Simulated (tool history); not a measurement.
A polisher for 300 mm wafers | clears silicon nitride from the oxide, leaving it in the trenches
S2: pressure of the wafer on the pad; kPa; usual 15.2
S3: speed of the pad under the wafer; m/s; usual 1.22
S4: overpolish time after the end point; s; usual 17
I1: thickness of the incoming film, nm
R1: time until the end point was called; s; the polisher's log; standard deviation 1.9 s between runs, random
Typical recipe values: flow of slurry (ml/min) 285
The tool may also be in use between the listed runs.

Run 1, hour 0.0: usual settings; I1 124.0. Result: R1 200.0 s.
Run 2, hour 91.5: usual settings; I1 124.9. Result: R1 198.2 s.
Run 3, hour 166.9: usual settings; I1 126.1. Result: R1 201.4 s.
Run 4, hour 274.1: usual settings but flow of slurry (ml/min) 355; I1 126.8. Result: R1 199.6 s.
Run 5, hour 349.9: usual settings but flow of slurry (ml/min) 355; I1 125.0. Result: R1 191.4 s.
Run 6, hour 477.0: usual settings but flow of slurry (ml/min) 355; I1 125.3. Result: R1 196.2 s.
Run 7, hour 534.4: usual settings; I1 124.2. Result: R1 195.9 s.
Run 8, hour 599.8: usual settings; I1 125.5. Result: R1 193.8 s.
Run 9, hour 673.7: usual settings; I1 123.5. Result: R1 195.0 s.
At hour 708.0: head pressure recalibrated.
At hour 727.3: worn pad replaced by a new one.
At hour 744.0: slurry nozzle cleaned.
Run 10, hour 778.8: usual settings; I1 123.4. Result: R1 197.6 s.
Run 11, hour 843.0: usual settings but S3 1.34 m/s; I1 125.3. Result: R1 182.7 s.
Run 12, hour 947.8: usual settings but S3 1.34 m/s; I1 124.8. Result: R1 178.1 s.
Run 13, hour 1025.2: usual settings but S3 1.06 m/s, S4 22 s; I1 123.7. Result: R1 225.2 s.
Run 14, hour 1108.5: usual settings; I1 126.2. Result: R1 199.2 s.
Run 15, hour 1199.9: usual settings but flow of slurry (ml/min) 340, S3 0.84 m/s; I1 125.9. Result: R1 285.0 s.
Run 16, hour 1267.2: usual settings but S2 11.7 kPa; I1 126.6. Result: R1 243.4 s.
Run 17, hour 1313.5: usual settings but S2 10.3 kPa, S3 1.58 m/s; I1 123.4. Result: R1 204.6 s.
Run 18, hour 1412.7: usual settings but flow of slurry (ml/min) 195; I1 125.0. Result: R1 202.3 s.
At hour 1454.9: worn pad replaced by a new one.
Run 19, hour 1455.4: usual settings but flow of slurry (ml/min) 320, S2 11.0 kPa, S3 1.62 m/s; I1 126.9. Result: R1 191.8 s.
At hour 1535.8: slurry nozzle cleaned.
Run 20, hour 1545.1: usual settings but S3 1.40 m/s; I1 125.0. Result: R1 173.3 s.
At hour 1577.5: head pressure recalibrated.
Run 21, hour 1595.7: usual settings; I1 126.1. Result: R1 197.1 s.
Run 22, hour 1670.7: usual settings; I1 125.9. Result: R1 198.5 s.
Run 23, hour 1730.2: usual settings but S3 1.56 m/s; I1 125.8. Result: R1 155.5 s.

Run 24 has not been measured yet. What should we expect?
Run 24, hour 1772.6: usual settings but flow of slurry (ml/min) 325, S2 13.8 kPa; I1 124.0. Result: R1 ?.

{"run 24": {"R1": 209.5}}
With the hidden condition absent and the run-to-run variation left alone, this run would have shown R1 209.5 s.
